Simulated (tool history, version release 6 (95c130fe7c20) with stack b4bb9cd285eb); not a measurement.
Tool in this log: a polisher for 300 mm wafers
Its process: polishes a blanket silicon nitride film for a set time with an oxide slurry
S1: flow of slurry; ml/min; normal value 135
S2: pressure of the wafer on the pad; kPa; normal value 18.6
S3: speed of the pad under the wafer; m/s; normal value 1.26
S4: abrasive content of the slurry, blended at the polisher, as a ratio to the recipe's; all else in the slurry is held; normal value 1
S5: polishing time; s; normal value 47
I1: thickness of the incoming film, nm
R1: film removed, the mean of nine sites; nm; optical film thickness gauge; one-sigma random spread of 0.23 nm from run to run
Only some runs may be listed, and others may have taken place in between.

Run 1, hour 0: usual settings but S1 120 ml/min; I1 295.4. Result: R1 22.1 nm.
At hour 39.3: slurry nozzle cleaned.
Run 2, hour 69.9: usual settings but S1 120 ml/min; I1 297. Result: R1 21.5 nm.
Run 3, hour 106.1: usual settings but S1 120 ml/min; I1 300.8. Result: R1 21 nm.
At hour 115.5: worn pad replaced by a new one.
At hour 129.4: slurry blender recalibrated.
Run 4, hour 178.4: usual settings; I1 303.3. Result: R1 22.7 nm.
At hour 193.6: conditioning disc replaced and pad reconditioned.
At hour 274.1: head pressure recalibrated.
Run 5, hour 275.1: usual settings but S4 0.85; I1 295.9. Result: R1 20.7 nm.
Run 6, hour 364.5: usual settings but S4 0.85; I1 299.9. Result: R1 19.9 nm.
At hour 435.6: slurry blender recalibrated.
Run 7, hour 456.2: usual settings but S3 0.98 m/s; I1 298.9. Result: R1 18.3 nm.
At hour 474.8: worn pad replaced by a new one.
At hour 495.8: conditioning disc replaced and pad reconditioned.
Run 8, hour 522.4: usual settings; I1 300.2. Result: R1 21.7 nm.
Run 9, hour 616.4: usual settings; I1 302.3. Result: R1 20.2 nm.
At hour 622.7: slurry nozzle cleaned.
At hour 630.1: head pressure recalibrated.
Run 10, hour 672.4: usual settings; I1 300.9. Result: R1 22 nm.
At hour 708.7: slurry blender recalibrated.
At hour 744.9: worn pad replaced by a new one.
Run 11, hour 754.5: usual settings; I1 298.1. Result: R1 22.8 nm.
At hour 767.6: conditioning disc replaced and pad reconditioned.
Run 12, hour 826.3: usual settings; I1 305. Result: R1 21.9 nm.
Run 13, hour 864.1: usual settings but S2 22.1 kPa; I1 301.6. Result: R1 25.8 nm.
At hour 924: head pressure recalibrated.
Run 14, hour 926.3: usual settings but S1 110 ml/min, S2 20.7 kPa; I1 295.6. Result: R1 23.9 nm.
Run 15, hour 990.3: usual settings but S1 115 ml/min, S2 14.5 kPa, S3 1.04 m/s, S5 58 s; I1 295.9. Result: R1 17.3 nm.
At hour 1056.9: conditioning disc replaced and pad reconditioned.
At hour 1067.1: slurry blender recalibrated.
At hour 1072.4: worn pad replaced by a new one.
Run 16, hour 1092.3: usual settings but S2 20 kPa, S3 1.08 m/s, S4 0.75; I1 300.2. Result: R1 17.2 nm.
Run 17, hour 1145.3: usual settings but S2 20.7 kPa, S3 1.56 m/s, S4 0.9, S5 35 s; I1 301.3. Result: R1 20.4 nm.
Run 18, hour 1182: usual settings but S2 15.9 kPa; I1 296.7. Result: R1 18.2 nm.
At hour 1194.3: head pressure recalibrated.
At hour 1223.7: slurry nozzle cleaned.
Run 19, hour 1254.1: usual settings but S5 55 s; I1 302.8. Result: R1 26.1 nm.
Run 20, hour 1307.6: usual settings but S1 155 ml/min, S2 24.1 kPa, S3 0.9 m/s, S4 1.15; I1 302.8. Result: R1 24.7 nm.
At hour 1342.2: slurry blender recalibrated.
Run 21, hour 1346: usual settings but S3 1.68 m/s, S5 55 s; I1 303.5. Result: R1 33.5 nm.
At hour 1355.2: worn pad replaced by a new one.
At hour 1366.9: conditioning disc replaced and pad reconditioned.
Run 22, hour 1448.1: usual settings; I1 299.8. Result: R1 21.6 nm.
At hour 1486.1: head pressure recalibrated.
Run 23, hour 1534: usual settings but S3 1.14 m/s, S5 40 s; I1 302.2. Result: R1 17.9 nm.
Run 24, hour 1587.3: usual settings; I1 296.5. Result: R1 22.2 nm.

Predict each of these 4 candidate next runs independently; none follows another, all start after run 24:
Run A, hour 1587.7: usual settings; I1 301.4. Result: R1 ?.
Run B, hour 1587.7: usual settings but S3 0.94 m/s; I1 301.4. Result: R1 ?.
Run C, hour 1587.7: usual settings but S1 170 ml/min, S2 13.8 kPa, S3 1.64 m/s, S5 35 s; I1 301.4. Result: R1 ?.
Run D, hour 1587.7: usual settings but S4 1.3; I1 301.4. Result: R1 ?.

run    R1
  A  21.7
  B  17.2
  C  15.5
  D  25.3
Without the tool's unlogged condition, the same runs would have read:
run    R1
  A  22.8
  B    18
  C  16.2
  D  26.3
